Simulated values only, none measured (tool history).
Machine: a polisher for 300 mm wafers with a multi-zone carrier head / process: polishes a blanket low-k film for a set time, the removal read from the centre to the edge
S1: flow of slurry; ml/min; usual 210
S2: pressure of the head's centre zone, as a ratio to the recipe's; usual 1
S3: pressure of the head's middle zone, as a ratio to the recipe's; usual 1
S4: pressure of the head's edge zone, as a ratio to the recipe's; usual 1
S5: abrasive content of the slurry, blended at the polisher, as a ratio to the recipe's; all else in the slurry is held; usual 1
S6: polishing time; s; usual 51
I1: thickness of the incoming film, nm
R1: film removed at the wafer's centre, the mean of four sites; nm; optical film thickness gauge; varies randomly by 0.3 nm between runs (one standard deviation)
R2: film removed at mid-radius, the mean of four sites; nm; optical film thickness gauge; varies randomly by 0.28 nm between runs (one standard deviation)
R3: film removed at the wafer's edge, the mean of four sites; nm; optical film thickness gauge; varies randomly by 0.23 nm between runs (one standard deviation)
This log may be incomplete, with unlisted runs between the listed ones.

{"run": 1, "hour": 0.0, "S1": 210, "S2": 1, "S3": 0.89, "S4": 1, "S5": 1, "S6": 51, "I1": 630.4, "R1": 22.1, "R2": 19.6, "R3": 21.8}
{"run": 2, "hour": 69.0, "S1": 210, "S2": 1, "S3": 0.9, "S4": 1, "S5": 1.25, "S6": 51, "I1": 631.3, "R1": 23.3, "R2": 21.2, "R3": 23.3}
{"hour": 109.6, "done": "worn pad replaced by a new one"}
{"run": 3, "hour": 120.1, "S1": 210, "S2": 0.94, "S3": 0.94, "S4": 1, "S5": 1, "S6": 51, "I1": 631.9, "R1": 22.4, "R2": 22.1, "R3": 23.7}
{"run": 4, "hour": 166.3, "S1": 210, "S2": 1.11, "S3": 1.1, "S4": 1, "S5": 1, "S6": 51, "I1": 631.9, "R1": 25.4, "R2": 23.4, "R3": 23.2}
{"hour": 183.7, "done": "edge zone pressure recalibrated"}
{"run": 5, "hour": 240.7, "S1": 210, "S2": 1, "S3": 1, "S4": 0.93, "S5": 1, "S6": 51, "I1": 635.4, "R1": 22.6, "R2": 22.3, "R3": 22}
{"hour": 264.0, "done": "slurry nozzle cleaned"}
{"run": 6, "hour": 304.0, "S1": 210, "S2": 1, "S3": 1, "S4": 1, "S5": 1, "S6": 44, "I1": 633.4, "R1": 19.4, "R2": 18.9, "R3": 19.9}
{"run": 7, "hour": 354.1, "S1": 210, "S2": 1, "S3": 0.89, "S4": 1, "S5": 1, "S6": 51, "I1": 636.3, "R1": 22.2, "R2": 20.2, "R3": 22.4}
{"run": 8, "hour": 420.4, "S1": 210, "S2": 1, "S3": 1, "S4": 1, "S5": 1, "S6": 51, "I1": 630.2, "R1": 21.6, "R2": 21.2, "R3": 21.9}
{"run": 9, "hour": 458.9, "S1": 275, "S2": 1, "S3": 1.04, "S4": 1, "S5": 0.85, "S6": 68, "I1": 641.2, "R1": 28.2, "R2": 27.5, "R3": 28.5}
{"hour": 479.0, "done": "centre zone pressure recalibrated"}
{"run": 10, "hour": 500.7, "S1": 175, "S2": 1, "S3": 1, "S4": 1, "S5": 1.1, "S6": 51, "I1": 630.9, "R1": 21.2, "R2": 20.5, "R3": 21.7}
{"hour": 549.2, "done": "worn pad replaced by a new one"}
{"run": 11, "hour": 558.3, "S1": 210, "S2": 1, "S3": 1, "S4": 1, "S5": 1, "S6": 51, "I1": 635.7, "R1": 23.1, "R2": 22.7, "R3": 23.7}
{"run": 12, "hour": 590.0, "S1": 210, "S2": 1, "S3": 1, "S4": 1, "S5": 1.2, "S6": 51, "I1": 635.4, "R1": 24.3, "R2": 23.9, "R3": 25.1}
{"run": 13, "hour": 615.9, "S1": 155, "S2": 1, "S3": 1, "S4": 1, "S5": 0.85, "S6": 51, "I1": 631.4, "R1": 20.9, "R2": 19.8, "R3": 21.1}
{"run": 14, "hour": 646.8, "S1": 135, "S2": 1, "S3": 1, "S4": 1.11, "S5": 1, "S6": 56, "I1": 633.3, "R1": 22.8, "R2": 22.5, "R3": 25.3}
{"run": 15, "hour": 690.7, "S1": 180, "S2": 1, "S3": 1, "S4": 0.92, "S5": 1, "S6": 38, "I1": 632.6, "R1": 16.6, "R2": 16, "R3": 15.8}
{"run": 16, "hour": 719.1, "S1": 175, "S2": 1, "S3": 1, "S4": 1, "S5": 1.1, "S6": 51, "I1": 636, "R1": 22.2, "R2": 21.6, "R3": 22.9}
{"run": 17, "hour": 761.6, "S1": 210, "S2": 1, "S3": 1, "S4": 1, "S5": 1, "S6": 51, "I1": 623.8, "R1": 22.3, "R2": 21.7, "R3": 22.5}
{"hour": 807.0, "done": "slurry nozzle cleaned"}
{"run": 18, "hour": 808.5, "S1": 210, "S2": 1, "S3": 1, "S4": 1, "S5": 1, "S6": 36, "I1": 639.4, "R1": 15.3, "R2": 15, "R3": 15.5}
{"run": 19, "hour": 836.9, "S1": 210, "S2": 1, "S3": 0.92, "S4": 1, "S5": 0.8, "S6": 51, "I1": 624.8, "R1": 19.9, "R2": 18.5, "R3": 20.5}
{"run": 20, "hour": 861.4, "S1": 145, "S2": 1, "S3": 1, "S4": 1, "S5": 1, "S6": 40, "I1": 622.7, "R1": 15.6, "R2": 15.3, "R3": 16}
{"hour": 888.1, "done": "worn pad replaced by a new one"}
{"run": 21, "hour": 888.6, "S1": 210, "S2": 1, "S3": 1, "S4": 1, "S5": 1, "S6": 51, "I1": 632.9, "R1": 24, "R2": 22.8, "R3": 23.9}

5 options for the next run, each taken on its own from the tool as it stands now. Forecast them:
{"run": "A", "hour": 889.0, "S1": 210, "S2": 1, "S3": 1, "S4": 0.91, "S5": 1, "S6": 51, "I1": 634, "R1": "?", "R2": "?", "R3": "?"}
{"run": "B", "hour": 889.0, "S1": 190, "S2": 1, "S3": 0.96, "S4": 1, "S5": 1.25, "S6": 51, "I1": 634, "R1": "?", "R2": "?", "R3": "?"}
{"run": "C", "hour": 889.0, "S1": 155, "S2": 1, "S3": 1.05, "S4": 1, "S5": 0.9, "S6": 51, "I1": 634, "R1": "?", "R2": "?", "R3": "?"}
{"run": "D", "hour": 889.0, "S1": 210, "S2": 1, "S3": 0.95, "S4": 1.09, "S5": 1, "S6": 46, "I1": 634, "R1": "?", "R2": "?", "R3": "?"}
{"run": "E", "hour": 889.0, "S1": 280, "S2": 1, "S3": 1, "S4": 1, "S5": 1, "S6": 51, "I1": 634, "R1": "?", "R2": "?", "R3": "?"}

run=A R1=24 R2=22.6 R3=23.3
run=B R1=25.3 R2=23.4 R3=25.9
run=C R1=21.8 R2=21.2 R3=22.6
run=D R1=21.6 R2=19.9 R3=22.9
run=E R1=25 R2=23.5 R3=25.1
With the hidden condition removed and each run's random variation left untouched, the same runs would have given:
run=A R1=24 R2=22.6 R3=23.3
run=B R1=25.3 R2=23.4 R3=25.9
run=C R1=21.8 R2=21.2 R3=22.6
run=D R1=21.7 R2=19.9 R3=23
run=E R1=25 R2=23.5 R3=25.1
